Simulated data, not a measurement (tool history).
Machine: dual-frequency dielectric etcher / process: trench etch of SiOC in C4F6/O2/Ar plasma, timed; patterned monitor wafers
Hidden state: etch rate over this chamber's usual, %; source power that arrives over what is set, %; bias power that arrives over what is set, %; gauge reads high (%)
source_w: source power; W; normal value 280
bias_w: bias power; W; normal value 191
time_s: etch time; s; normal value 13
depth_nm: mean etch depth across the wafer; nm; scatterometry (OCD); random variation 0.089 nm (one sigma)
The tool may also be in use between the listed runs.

run     day  source_w  bias_w  time_s  wafers since the last listed run  hours since the last wet clean  hours since the last source power generator calibration  hours since the last bias power generator calibration  hours since the last upper electrode change  hours since the gauge calibration  read-back reference wafer on the same gauge, depth_nm  depth_nm
  1       0       280     191      10                                 0                           377.6                                                   3803.9                                                   3653                                       4842.8                               96.5                                                  26.04     17.01
  2   0.779       280     191    11.5                               277                           396.3                                                   3822.6                                                 3671.7                                       4861.5                              115.2                                                  26.07     19.42
  3   1.517       250     191      13                               262                             414                                                   3840.3                                                 3689.4                                       4879.2                              132.9                                                  26.13     21.05
      2.504  -- source power generator calibrated
      3.217  -- wet clean of the chamber
  4   3.238       250     191      13                               298                             0.5                                                     17.6                                                 3730.7                                       4920.5                              174.2                                                  26.08     21.48
  5   3.979       250     191      13                               264                            18.3                                                     35.4                                                 3748.5                                       4938.3                                192                                                  26.08     21.42
  6   4.783       280     191      13                               286                            37.6                                                     54.7                                                 3767.8                                       4957.6                              211.3                                                  26.09     22.54
      5.004  -- bias power generator calibrated
      6.483  -- upper electrode replaced
  7   6.504       280     191      13                               197                            78.9                                                       96                                                     36                                          0.5                              252.6                                                  26.11     22.46
  8   7.142       230     219     9.5                               227                            94.2                                                    111.3                                                   51.3                                         15.8                              267.9                                                  26.04     16.06
  9   8.475       280     153     9.5                               474                           126.2                                                    143.3                                                   83.3                                         47.8                              299.9                                                   26.1     14.88
 10   9.225       280     191      13                               267                           144.2                                                    161.3                                                  101.3                                         65.8                              317.9                                                  26.07     22.17
 11  10.546       280     191      13                               470                           175.9                                                      193                                                    133                                         97.5                              349.6                                                  26.08     22.28
 12  12.029       280     159      13                               528                           211.5                                                    228.6                                                  168.6                                        133.1                              385.2                                                  26.08     20.45
 13  13.325       280     191      13                               461                           242.6                                                    259.7                                                  199.7                                        164.2                              416.3                                                  26.12     22.08
 14  14.371       330     147      10                               372                           267.7                                                    284.8                                                  224.8                                        189.3                              441.4                                                  26.11     16.26
 15  15.688       220     172    11.5                               468                           299.3                                                    316.4                                                  256.4                                        220.9                                473                                                   26.1     16.84
 16  16.446       350     158      14                               270                           317.5                                                    334.6                                                  274.6                                        239.1                              491.2                                                  26.06     23.85
 17   17.35       280     150      12                               322                           339.2                                                    356.3                                                  296.3                                        260.8                              512.9                                                  26.11     18.09
 18  18.042       280     191      15                               246                           355.8                                                    372.9                                                  312.9                                        277.4                              529.5                                                  26.11     25.44
 19  18.854       280     191      13                               289                           375.3                                                    392.4                                                  332.4                                        296.9                                549                                                  26.08     21.98
 20  20.225       350     158      14                               488                           408.2                                                    425.3                                                  365.3                                        329.8                              581.9                                                  26.12      23.7
 21  20.983       350     220    10.5                               270                           426.4                                                    443.5                                                  383.5                                          348                              600.1                                                  26.13     20.51
 22  21.712       250     231      15                               259                           443.9                                                      461                                                    401                                        365.5                              617.6                                                  26.12     26.06
 23  22.942       230     153      15                               437                           473.4                                                    490.5                                                  430.5                                          395                              647.1                                                  26.13     20.95
 24  24.075       320     232      13                               403                           500.6                                                    517.7                                                  457.7                                        422.2                              674.3                                                  26.16     24.82
 25  24.958       280     191      13                               314                           521.8                                                    538.9                                                  478.9                                        443.4                              695.5                                                  26.12     21.68
     26.321  -- wet clean of the chamber
 26  26.342       280     191      13                               136                             0.5                                                    572.1                                                  512.1                                        476.6                              728.7                                                  26.12     22.77
 27  27.054       280     230    10.5                               253                            17.6                                                    589.2                                                  529.2                                        493.7                              745.8                                                  26.11     19.85
 28  28.117       280     191      13                               378                            43.1                                                    614.7                                                  554.7                                        519.2                              771.3                                                  26.09     22.68
 29  28.979       280     144      13                               307                            63.8                                                    635.4                                                  575.4                                        539.9                                792                                                  26.12     19.91

Here are 5 independent what-if runs from the current tool condition. What would each one return?
  A  28.996       310     191      13                                 5                            64.2                                                    635.8                                                  575.8                                        540.3                              792.4                                                      ?         ?
  B  28.996       280     179      13                                 5                            64.2                                                    635.8                                                  575.8                                        540.3                              792.4                                                      ?         ?
  C  28.996       220     157    14.5                                 5                            64.2                                                    635.8                                                  575.8                                        540.3                              792.4                                                      ?         ?
  D  28.996       280     210      13                                 5                            64.2                                                    635.8                                                  575.8                                        540.3                              792.4                                                      ?         ?
  E  28.996       220     191      13                                 5                            64.2                                                    635.8                                                  575.8                                        540.3                              792.4                                                      ?         ?

run  read-back reference wafer on the same gauge, depth_nm  depth_nm
  A                                                  26.03     23.59
  B                                                  26.03     22.02
  C                                                  26.03     21.04
  D                                                  26.03     23.61
  E                                                  26.03     20.58
Without the tool's hidden state the same runs would have given:
run  depth_nm
  A     23.59
  B     22.03
  C     21.04
  D     23.61
  E     20.59

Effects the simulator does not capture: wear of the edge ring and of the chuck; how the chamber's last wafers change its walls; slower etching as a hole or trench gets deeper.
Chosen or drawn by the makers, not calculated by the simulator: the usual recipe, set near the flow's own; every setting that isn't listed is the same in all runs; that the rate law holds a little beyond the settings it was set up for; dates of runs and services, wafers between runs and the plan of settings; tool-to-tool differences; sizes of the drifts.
